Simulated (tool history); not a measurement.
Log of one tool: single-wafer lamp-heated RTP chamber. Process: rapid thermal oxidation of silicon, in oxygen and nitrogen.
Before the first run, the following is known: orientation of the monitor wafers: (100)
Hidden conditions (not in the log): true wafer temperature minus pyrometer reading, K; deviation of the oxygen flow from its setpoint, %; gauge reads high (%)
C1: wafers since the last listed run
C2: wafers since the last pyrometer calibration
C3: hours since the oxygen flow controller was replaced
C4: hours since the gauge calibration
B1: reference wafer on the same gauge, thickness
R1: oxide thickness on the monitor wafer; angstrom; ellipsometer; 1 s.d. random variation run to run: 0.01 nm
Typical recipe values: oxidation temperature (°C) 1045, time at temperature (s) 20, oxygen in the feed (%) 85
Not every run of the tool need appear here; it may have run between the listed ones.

{"run": 1, "day": 0.0, "oxidation temperature (°C)": 1045, "time at temperature (s)": 20, "oxygen in the feed (%)": 85, "C1": 0, "C2": 7177, "C3": 2089.5, "C4": 394.7, "B1": 3.96, "R1": 47.41}
{"run": 2, "day": 1.042, "oxidation temperature (°C)": 1045, "time at temperature (s)": 20, "oxygen in the feed (%)": 78, "C1": 111, "C2": 7288, "C3": 2114.5, "C4": 419.7, "B1": 3.96, "R1": 46.08}
{"run": 3, "day": 1.892, "oxidation temperature (°C)": 1045, "time at temperature (s)": 20, "oxygen in the feed (%)": 85, "C1": 90, "C2": 7379, "C3": 2134.9, "C4": 440.1, "B1": 3.958, "R1": 47.6}
{"run": 4, "day": 2.475, "oxidation temperature (°C)": 1045, "time at temperature (s)": 20, "oxygen in the feed (%)": 85, "C1": 62, "C2": 7442, "C3": 2148.9, "C4": 454.1, "B1": 3.958, "R1": 47.58}
{"run": 5, "day": 3.288, "oxidation temperature (°C)": 1045, "time at temperature (s)": 20, "oxygen in the feed (%)": 85, "C1": 86, "C2": 7528, "C3": 2168.4, "C4": 473.6, "B1": 3.957, "R1": 47.58}
{"run": 6, "day": 4.592, "oxidation temperature (°C)": 1045, "time at temperature (s)": 20, "oxygen in the feed (%)": 85, "C1": 139, "C2": 7668, "C3": 2199.7, "C4": 504.9, "B1": 3.959, "R1": 47.55}
{"run": 7, "day": 5.296, "oxidation temperature (°C)": 1030, "time at temperature (s)": 20, "oxygen in the feed (%)": 62, "C1": 75, "C2": 7743, "C3": 2216.6, "C4": 521.8, "B1": 3.964, "R1": 38.82}
{"day": 5.375, "done": "gauge calibrated"}
{"day": 6.308, "done": "oxygen flow controller replaced"}
{"run": 8, "day": 6.738, "oxidation temperature (°C)": 1030, "time at temperature (s)": 20, "oxygen in the feed (%)": 62, "C1": 118, "C2": 7862, "C3": 10.3, "C4": 32.7, "B1": 3.963, "R1": 38.66}
{"run": 9, "day": 7.292, "oxidation temperature (°C)": 1030, "time at temperature (s)": 20, "oxygen in the feed (%)": 62, "C1": 59, "C2": 7921, "C3": 23.6, "C4": 46, "B1": 3.958, "R1": 38.78}
{"run": 10, "day": 8.092, "oxidation temperature (°C)": 1061, "time at temperature (s)": 20, "oxygen in the feed (%)": 85, "C1": 85, "C2": 8006, "C3": 42.8, "C4": 65.2, "B1": 3.959, "R1": 53.09}
{"run": 11, "day": 8.7, "oxidation temperature (°C)": 1017, "time at temperature (s)": 13, "oxygen in the feed (%)": 75, "C1": 65, "C2": 8071, "C3": 57.4, "C4": 79.8, "B1": 3.963, "R1": 32.37}
{"run": 12, "day": 10.058, "oxidation temperature (°C)": 1018, "time at temperature (s)": 16, "oxygen in the feed (%)": 85, "C1": 145, "C2": 8216, "C3": 90, "C4": 112.4, "B1": 3.956, "R1": 36.59}
{"run": 13, "day": 11.388, "oxidation temperature (°C)": 1064, "time at temperature (s)": 26, "oxygen in the feed (%)": 71, "C1": 142, "C2": 8358, "C3": 121.9, "C4": 144.3, "B1": 3.959, "R1": 56.86}
{"day": 12.242, "done": "pyrometer window cleaned and pyrometer calibrated"}
{"run": 14, "day": 12.321, "oxidation temperature (°C)": 1072, "time at temperature (s)": 20, "oxygen in the feed (%)": 98, "C1": 64, "C2": 8, "C3": 144.3, "C4": 166.7, "B1": 3.962, "R1": 57.12}
{"run": 15, "day": 13.275, "oxidation temperature (°C)": 1045, "time at temperature (s)": 20, "oxygen in the feed (%)": 78, "C1": 101, "C2": 110, "C3": 167.2, "C4": 189.6, "B1": 3.96, "R1": 44.21}
{"run": 16, "day": 14.571, "oxidation temperature (°C)": 1045, "time at temperature (s)": 27, "oxygen in the feed (%)": 58, "C1": 138, "C2": 248, "C3": 198.3, "C4": 220.7, "B1": 3.961, "R1": 45.4}
{"run": 17, "day": 15.5, "oxidation temperature (°C)": 1045, "time at temperature (s)": 20, "oxygen in the feed (%)": 85, "C1": 99, "C2": 348, "C3": 220.6, "C4": 243, "B1": 3.958, "R1": 45.79}
{"run": 18, "day": 16.017, "oxidation temperature (°C)": 1045, "time at temperature (s)": 20, "oxygen in the feed (%)": 85, "C1": 55, "C2": 403, "C3": 233, "C4": 255.4, "B1": 3.962, "R1": 45.82}
{"run": 19, "day": 16.525, "oxidation temperature (°C)": 1045, "time at temperature (s)": 16, "oxygen in the feed (%)": 98, "C1": 54, "C2": 457, "C3": 245.2, "C4": 267.6, "B1": 3.961, "R1": 43.86}
{"run": 20, "day": 17.238, "oxidation temperature (°C)": 1036, "time at temperature (s)": 20, "oxygen in the feed (%)": 85, "C1": 76, "C2": 533, "C3": 262.3, "C4": 284.7, "B1": 3.96, "R1": 43.07}

5 options for the next run, each taken on its own from the tool as it stands now. Forecast them:
{"run": "A", "day": 17.258, "oxidation temperature (°C)": 1045, "time at temperature (s)": 20, "oxygen in the feed (%)": 85, "C1": 2, "C2": 536, "C3": 262.8, "C4": 285.2, "B1": "?", "R1": "?"}
{"run": "B", "day": 17.258, "oxidation temperature (°C)": 1067, "time at temperature (s)": 16, "oxygen in the feed (%)": 68, "C1": 2, "C2": 536, "C3": 262.8, "C4": 285.2, "B1": "?", "R1": "?"}
{"run": "C", "day": 17.258, "oxidation temperature (°C)": 1067, "time at temperature (s)": 15, "oxygen in the feed (%)": 72, "C1": 2, "C2": 536, "C3": 262.8, "C4": 285.2, "B1": "?", "R1": "?"}
{"run": "D", "day": 17.258, "oxidation temperature (°C)": 1020, "time at temperature (s)": 23, "oxygen in the feed (%)": 95, "C1": 2, "C2": 536, "C3": 262.8, "C4": 285.2, "B1": "?", "R1": "?"}
{"run": "E", "day": 17.258, "oxidation temperature (°C)": 1019, "time at temperature (s)": 23, "oxygen in the feed (%)": 98, "C1": 2, "C2": 536, "C3": 262.8, "C4": 285.2, "B1": "?", "R1": "?"}

run=A B1=3.96 R1=45.44
run=B B1=3.96 R1=44.53
run=C B1=3.96 R1=44.27
run=D B1=3.96 R1=42.16
run=E B1=3.96 R1=42.31
The same runs, with their run-to-run variation unchanged, on a tool lacking any hidden condition would have given:
run=A R1=45.27
run=B R1=44.36
run=C R1=44.11
run=D R1=42
run=E R1=42.15
